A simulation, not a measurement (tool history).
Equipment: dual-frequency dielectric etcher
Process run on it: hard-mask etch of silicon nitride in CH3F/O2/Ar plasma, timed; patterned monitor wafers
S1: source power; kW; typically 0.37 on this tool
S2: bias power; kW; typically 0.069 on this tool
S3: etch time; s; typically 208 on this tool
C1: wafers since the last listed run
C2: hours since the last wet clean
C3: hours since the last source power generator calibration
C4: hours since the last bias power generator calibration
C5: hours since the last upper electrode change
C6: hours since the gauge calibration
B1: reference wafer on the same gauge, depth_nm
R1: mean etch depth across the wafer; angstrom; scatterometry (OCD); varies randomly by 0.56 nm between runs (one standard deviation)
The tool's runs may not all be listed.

run	hour	S1	S2	S3	C1	C2	C3	C4	C5	C6	B1	R1
1	0	0.37	0.069	208	0	285.1	2053.2	790.1	2774.7	3358.1	126	1393
2	166.7	0.37	0.069	208	1209	451.8	2219.9	956.8	2941.4	3524.8	126	1381
# hour 198.4: upper electrode replaced
3	241.7	0.37	0.069	208	370	526.8	2294.9	1031.8	43.3	3599.8	126	1380
4	346.4	0.37	0.073	191.5	759	631.5	2399.6	1136.5	148	3704.5	126.1	1287
5	406.1	0.37	0.073	191.5	433	691.2	2459.3	1196.2	207.7	3764.2	125.9	1286
# hour 483.9: wet clean of the chamber
6	484.4	0.37	0.069	166	393	0.5	2537.6	1274.5	286	3842.5	126.1	1124
7	554.8	0.37	0.069	166	510	70.9	2608	1344.9	356.4	3912.9	126	1109
# hour 631.1: bias power generator calibrated
8	653.7	0.37	0.069	208	688	169.8	2706.9	22.6	455.3	4011.8	126	1392
# hour 692.4: gauge calibrated
9	705.4	0.4	0.08	208	375	221.5	2758.6	74.3	507	13	126.2	1500
10	804.9	0.33	0.075	170	721	321	2858.1	173.8	606.5	112.5	125.9	1112
11	897.3	0.37	0.069	208	670	413.4	2950.5	266.2	698.9	204.9	126.1	1380
# hour 1013.2: source power generator calibrated
12	1065.2	0.37	0.069	208	1189	581.3	52	434.1	866.8	372.8	126	1356
13	1147.5	0.4	0.086	167.5	597	663.6	134.3	516.4	949.1	455.1	126.1	1188
# hour 1206.4: wet clean of the chamber
14	1233.3	0.37	0.069	208	448	26.9	220.1	602.2	1034.9	540.9	125.9	1394
15	1315.3	0.37	0.069	208	594	108.9	302.1	684.2	1116.9	622.9	125.9	1382
16	1402.5	0.41	0.069	208	632	196.1	389.3	771.4	1204.1	710.1	126	1457
17	1490.4	0.35	0.079	190.5	637	284	477.2	859.3	1292	798	126.1	1278
18	1544	0.37	0.083	150.5	388	337.6	530.8	912.9	1345.6	851.6	126	1050
19	1625.4	0.37	0.069	208	590	419	612.2	994.3	1427	933	126	1379
20	1709.1	0.37	0.055	260	607	502.7	695.9	1078	1510.7	1016.7	126.2	1625
21	1798.2	0.41	0.081	254.5	646	591.8	785	1167.1	1599.8	1105.8	126.1	1830
22	1846.8	0.37	0.056	208	352	640.4	833.6	1215.7	1648.4	1154.4	126	1305
23	1921.9	0.37	0.075	208	544	715.5	908.7	1290.8	1723.5	1229.5	126.1	1403
# hour 1973: wet clean of the chamber
24	1999.3	0.37	0.053	208	387	26.3	986.1	1368.2	1800.9	1306.9	126	1318
# hour 2060.5: bias power generator calibrated
25	2094.2	0.37	0.08	237	659	121.2	1081	33.7	1895.8	1401.8	126	1656
26	2199.3	0.43	0.069	168.5	762	226.3	1186.1	138.8	2000.9	1506.9	125.9	1205
27	2241.5	0.34	0.059	264.5	306	268.5	1228.3	181	2043.1	1549.1	125.8	1638
28	2321.9	0.37	0.069	208	583	348.9	1308.7	261.4	2123.5	1629.5	126.1	1378

What if the next run were any one of these 5? Each begins from the tool's condition after run 28:
A	2322.4	0.37	0.069	208	3	349.4	1309.2	261.9	2124	1630	?	?
B	2322.4	0.44	0.06	208	3	349.4	1309.2	261.9	2124	1630	?	?
C	2322.4	0.31	0.055	208	3	349.4	1309.2	261.9	2124	1630	?	?
D	2322.4	0.4	0.064	173.5	3	349.4	1309.2	261.9	2124	1630	?	?
E	2322.4	0.37	0.069	229.5	3	349.4	1309.2	261.9	2124	1630	?	?

run	B1	R1
A	126	1393
B	126	1446
C	126	1221
D	126	1178
E	126	1537
With the hidden condition removed and each run's random variation left untouched, the same runs would have given:
run	R1
A	1385
B	1437
C	1214
D	1171
E	1528
